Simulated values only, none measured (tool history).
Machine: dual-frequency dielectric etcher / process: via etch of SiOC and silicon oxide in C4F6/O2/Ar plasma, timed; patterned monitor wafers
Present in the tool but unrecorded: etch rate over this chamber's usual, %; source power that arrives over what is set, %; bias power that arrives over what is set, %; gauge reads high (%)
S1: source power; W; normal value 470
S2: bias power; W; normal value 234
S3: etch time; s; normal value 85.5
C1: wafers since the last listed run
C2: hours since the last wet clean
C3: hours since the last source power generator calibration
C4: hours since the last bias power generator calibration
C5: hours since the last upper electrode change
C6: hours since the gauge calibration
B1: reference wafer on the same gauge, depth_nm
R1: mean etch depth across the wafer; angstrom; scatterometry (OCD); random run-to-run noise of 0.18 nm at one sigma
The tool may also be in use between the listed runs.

run 1 hour=0.0 | S1=470 S2=234 S3=79.5 | C1=0 C2=568.4 C3=3356.8 C4=2805.7 C5=3982.8 C6=196.3 | B1=97.1 | R1=1076
-- hour=19.2 gauge calibrated
run 2 hour=20.6 | S1=380 S2=234 S3=85.5 | C1=254 C2=589.0 C3=3377.4 C4=2826.3 C5=4003.4 C6=1.4 | B1=97.0 | R1=1084
run 3 hour=37.2 | S1=380 S2=234 S3=85.5 | C1=204 C2=605.6 C3=3394.0 C4=2842.9 C5=4020.0 C6=18.0 | B1=97.1 | R1=1085
run 4 hour=56.0 | S1=470 S2=234 S3=79.0 | C1=231 C2=624.4 C3=3412.8 C4=2861.7 C5=4038.8 C6=36.8 | B1=97.0 | R1=1064
run 5 hour=90.9 | S1=470 S2=234 S3=85.5 | C1=430 C2=659.3 C3=3447.7 C4=2896.6 C5=4073.7 C6=71.7 | B1=97.0 | R1=1152
-- hour=114.9 source power generator calibrated
-- hour=128.2 wet clean of the chamber
-- hour=130.0 bias power generator calibrated
-- hour=133.4 upper electrode replaced
run 6 hour=179.1 | S1=470 S2=234 S3=85.5 | C1=810 C2=50.9 C3=64.2 C4=49.1 C5=45.7 C6=159.9 | B1=97.0 | R1=1171
run 7 hour=194.3 | S1=470 S2=234 S3=85.5 | C1=187 C2=66.1 C3=79.4 C4=64.3 C5=60.9 C6=175.1 | B1=97.0 | R1=1172
run 8 hour=223.1 | S1=470 S2=234 S3=85.5 | C1=355 C2=94.9 C3=108.2 C4=93.1 C5=89.7 C6=203.9 | B1=97.0 | R1=1170
-- hour=227.3 gauge calibrated
run 9 hour=236.2 | S1=410 S2=234 S3=92.5 | C1=161 C2=108.0 C3=121.3 C4=106.2 C5=102.8 C6=8.9 | B1=97.0 | R1=1214
run 10 hour=268.7 | S1=540 S2=276 S3=100.5 | C1=400 C2=140.5 C3=153.8 C4=138.7 C5=135.3 C6=41.4 | B1=97.0 | R1=1518
run 11 hour=280.9 | S1=470 S2=234 S3=85.5 | C1=150 C2=152.7 C3=166.0 C4=150.9 C5=147.5 C6=53.6 | B1=97.0 | R1=1172
run 12 hour=309.7 | S1=430 S2=181 S3=75.5 | C1=355 C2=181.5 C3=194.8 C4=179.7 C5=176.3 C6=82.4 | B1=97.0 | R1=919
run 13 hour=331.8 | S1=470 S2=201 S3=85.5 | C1=272 C2=203.6 C3=216.9 C4=201.8 C5=198.4 C6=104.5 | B1=97.0 | R1=1110
run 14 hour=345.7 | S1=430 S2=181 S3=75.5 | C1=171 C2=217.5 C3=230.8 C4=215.7 C5=212.3 C6=118.4 | B1=97.0 | R1=915

How the hidden state differs across the entries between the runs, from the last listed run before each to the first after it:
Logged between run 1 and run 2: gauge calibrated (hour 19.2)
  etch rate over this chamber's usual, %: -1.75 -> -1.8
  measured result minus the result with no hidden state, R1: -19 -> -19 angstrom
Logged between run 5 and run 6: source power generator calibrated (hour 114.9); wet clean of the chamber (hour 128.2); bias power generator calibrated (hour 130.0); upper electrode replaced (hour 133.4)
  etch rate over this chamber's usual, %: -2 -> -0.257
  measured result minus the result with no hidden state, R1: -24 -> -3 angstrom
Logged between run 8 and run 9: gauge calibrated (hour 227.3)
  etch rate over this chamber's usual, %: -0.38 -> -0.416
  measured result minus the result with no hidden state, R1: -5 -> -5 angstrom

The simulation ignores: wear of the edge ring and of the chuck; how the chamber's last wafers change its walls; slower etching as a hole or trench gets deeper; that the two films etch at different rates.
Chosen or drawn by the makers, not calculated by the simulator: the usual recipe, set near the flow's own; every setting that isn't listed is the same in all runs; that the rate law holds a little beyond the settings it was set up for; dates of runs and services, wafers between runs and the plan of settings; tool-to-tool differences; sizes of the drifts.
